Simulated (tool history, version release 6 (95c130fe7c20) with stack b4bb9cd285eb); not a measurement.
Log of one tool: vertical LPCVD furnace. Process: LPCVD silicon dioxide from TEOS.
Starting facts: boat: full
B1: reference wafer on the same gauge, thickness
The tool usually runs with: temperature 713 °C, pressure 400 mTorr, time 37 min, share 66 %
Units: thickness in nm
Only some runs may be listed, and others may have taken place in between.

{"run": 1, "hour": 0.0, "temperature": 713, "pressure": 400, "time": 37, "share": 66, "B1": 337.1, "thickness": 410.68}
{"run": 2, "hour": 47.5, "temperature": 713, "pressure": 400, "time": 37, "share": 66, "B1": 336.88, "thickness": 408.5}
{"run": 3, "hour": 140.4, "temperature": 713, "pressure": 400, "time": 37, "share": 66, "B1": 336.7, "thickness": 408.43}
{"run": 4, "hour": 205.9, "temperature": 713, "pressure": 400, "time": 37, "share": 66, "B1": 336.81, "thickness": 408.6}
{"run": 5, "hour": 266.9, "temperature": 713, "pressure": 400, "time": 37, "share": 66, "B1": 336.44, "thickness": 408.04}
{"run": 6, "hour": 329.3, "temperature": 713, "pressure": 400, "time": 37, "share": 66, "B1": 337.24, "thickness": 409.39}
{"run": 7, "hour": 378.5, "temperature": 713, "pressure": 400, "time": 37, "share": 66, "B1": 336.96, "thickness": 408.43}
{"run": 8, "hour": 431.1, "temperature": 713, "pressure": 400, "time": 37, "share": 66, "B1": 336.98, "thickness": 409.39}
{"run": 9, "hour": 456.3, "temperature": 713, "pressure": 400, "time": 37, "share": 66, "B1": 337.05, "thickness": 407.9}
{"run": 10, "hour": 494.4, "temperature": 713, "pressure": 400, "time": 37, "share": 66, "B1": 336.72, "thickness": 408.35}
{"run": 11, "hour": 534.2, "temperature": 713, "pressure": 400, "time": 37, "share": 66, "B1": 337.05, "thickness": 409.86}
{"run": 12, "hour": 595.1, "temperature": 713, "pressure": 400, "time": 37, "share": 66, "B1": 336.97, "thickness": 406.76}
{"run": 13, "hour": 633.5, "temperature": 713, "pressure": 400, "time": 37, "share": 66, "B1": 337.06, "thickness": 410.74}
{"hour": 696.2, "done": "pressure gauge zeroed"}
{"run": 14, "hour": 696.7, "temperature": 713, "pressure": 325, "time": 37, "share": 77, "B1": 336.97, "thickness": 386.92}
{"run": 15, "hour": 733.8, "temperature": 713, "pressure": 500, "time": 45.5, "share": 71, "B1": 337.07, "thickness": 567.23}
{"hour": 768.2, "done": "thermocouples replaced and temperature profile calibrated"}
{"run": 16, "hour": 783.3, "temperature": 708, "pressure": 400, "time": 37, "share": 72, "B1": 337.17, "thickness": 372.68}
{"run": 17, "hour": 808.7, "temperature": 719, "pressure": 400, "time": 42, "share": 76, "B1": 336.45, "thickness": 556.86}
{"run": 18, "hour": 869.5, "temperature": 702, "pressure": 435, "time": 37, "share": 53, "B1": 337.21, "thickness": 289.79}
{"run": 19, "hour": 930.6, "temperature": 701, "pressure": 400, "time": 24.5, "share": 66, "B1": 337.14, "thickness": 203.28}
{"run": 20, "hour": 975.5, "temperature": 713, "pressure": 400, "time": 37, "share": 66, "B1": 336.84, "thickness": 403.12}
{"hour": 1013.5, "done": "gauge calibrated"}
{"hour": 1031.7, "done": "TEOS flow controller replaced"}
{"run": 21, "hour": 1032.2, "temperature": 713, "pressure": 400, "time": 37, "share": 66, "B1": 336.74, "thickness": 402.92}
{"run": 22, "hour": 1074.1, "temperature": 713, "pressure": 315, "time": 49, "share": 77, "B1": 336.92, "thickness": 508.53}
{"run": 23, "hour": 1140.6, "temperature": 713, "pressure": 400, "time": 37, "share": 66, "B1": 337.22, "thickness": 404.3}
{"run": 24, "hour": 1182.1, "temperature": 713, "pressure": 490, "time": 37, "share": 66, "B1": 336.69, "thickness": 445.87}
{"run": 25, "hour": 1209.3, "temperature": 709, "pressure": 475, "time": 31, "share": 78, "B1": 336.93, "thickness": 364.82}
{"run": 26, "hour": 1268.1, "temperature": 705, "pressure": 400, "time": 49, "share": 62, "B1": 337.15, "thickness": 432.39}
{"run": 27, "hour": 1299.3, "temperature": 707, "pressure": 495, "time": 33, "share": 60, "B1": 336.9, "thickness": 332.14}
{"run": 28, "hour": 1350.0, "temperature": 713, "pressure": 400, "time": 37, "share": 66, "B1": 336.95, "thickness": 404.06}

For run 29, what comes out?
{"run": 29, "hour": 1406.8, "temperature": 713, "pressure": 400, "time": 37, "share": 66, "B1": "?", "thickness": "?"}

Run 29 measured B1 337.16, thickness 403.54 nm.
On a tool with no hidden condition, and with the same random variation, this run would have come out at thickness 398.76 nm.

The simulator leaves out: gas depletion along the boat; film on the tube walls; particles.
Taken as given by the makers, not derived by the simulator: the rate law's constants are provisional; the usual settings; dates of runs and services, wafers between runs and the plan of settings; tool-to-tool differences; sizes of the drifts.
